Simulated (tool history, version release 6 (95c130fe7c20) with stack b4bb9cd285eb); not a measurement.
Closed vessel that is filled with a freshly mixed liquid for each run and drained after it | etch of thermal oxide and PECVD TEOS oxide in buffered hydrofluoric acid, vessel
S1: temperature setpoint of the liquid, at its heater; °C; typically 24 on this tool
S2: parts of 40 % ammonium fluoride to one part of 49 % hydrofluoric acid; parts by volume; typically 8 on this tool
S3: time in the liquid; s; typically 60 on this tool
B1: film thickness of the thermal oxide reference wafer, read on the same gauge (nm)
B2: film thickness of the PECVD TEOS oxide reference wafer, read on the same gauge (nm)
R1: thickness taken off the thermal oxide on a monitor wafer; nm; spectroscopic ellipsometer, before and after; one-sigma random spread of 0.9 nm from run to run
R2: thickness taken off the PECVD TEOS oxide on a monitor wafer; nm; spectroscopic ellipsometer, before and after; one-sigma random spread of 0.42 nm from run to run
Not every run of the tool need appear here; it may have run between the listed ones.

run    hour    S1   S2  S3      B1      B2      R1      R2
  1       0    24    8  60  110.01  140.03   94.62   85.59
  2    40.6    24    8  60     110     140    94.4   84.97
  3    72.2  22.5    8  60  110.06  140.04   87.62   78.09
  4   139.3  22.5    8  60     110  139.97   89.43   78.28
  5   189.4  22.5    8  60  109.99  140.01   87.23   78.44
  6   254.1    24    8  60  110.05  139.99      94   84.73
  7   325.7    24    8  60  109.98  140.01   94.56   85.87
  8   367.2    24    8  60  109.99  140.01   95.04    84.4
  9   396.5  25.5    8  60  110.01  139.96  102.45   91.69
 10   443.9    24    8  60  109.99  139.99   96.35   85.17
 11   504.3    24    8  60  110.02  139.99   95.59   84.69
      535.4  -- hydrofluoric acid flow meter replaced
 12   564.2    24    8  60     110     140   93.52   85.06
 13   621.6    24    8  60  109.98  139.98   95.34   85.48
      647.5  -- gauge calibrated
      674.5  -- thermometer replaced
 14   678.2    24    8  30  109.98     140   48.28   42.45
 15   740.2    24    8  45  109.99  140.01   69.53   63.61
 16   805.4    20  9.5  45  109.99  139.99   48.24   43.53
 17   869.4    24    8  60     110  140.01   95.23   85.62
 18     935    21    8  60  110.05  139.98   80.39    71.6
 19  1006.6    24    8  60  110.03  139.98   94.93   85.45
 20  1059.5    21    6  45     110  139.99   80.34   70.94
 21  1160.6    24    8  95  109.96  140.03  151.99  134.68
 22    1224    24    8  60     110  140.01   94.85    85.5
 23  1283.5  25.5    8  60  110.03  139.98  103.54   91.66
 24  1339.8  19.5    5  30  110.02  139.99   56.37   50.68
     1378.8  -- thermometer replaced
 25  1406.8    24    5  60     110  139.99  147.81  131.23
 26  1459.4  19.5    8  30  110.05  140.01   36.98   32.78

What if the next run were any one of these 4? Each begins from the tool's condition after run 26:
  A  1460.1  27.5   8  60   ?   ?   ?   ?
  B  1460.1  20.5   8  80   ?   ?   ?   ?
  C  1460.1  22.5   8  95   ?   ?   ?   ?
  D  1460.1    28   8  80   ?   ?   ?   ?

run      B1      B2      R1      R2
  A  110.01  140.02  112.56  101.83
  B  110.01  140.02  102.49   92.72
  C  110.01  140.02  135.97     123
  D  110.01  140.02  154.12  139.42
With the hidden condition removed and each run's random variation left untouched, the same runs would have given:
run      R1      R2
  A  112.56  101.83
  B  102.49   92.72
  C  135.97     123
  D  154.12  139.42
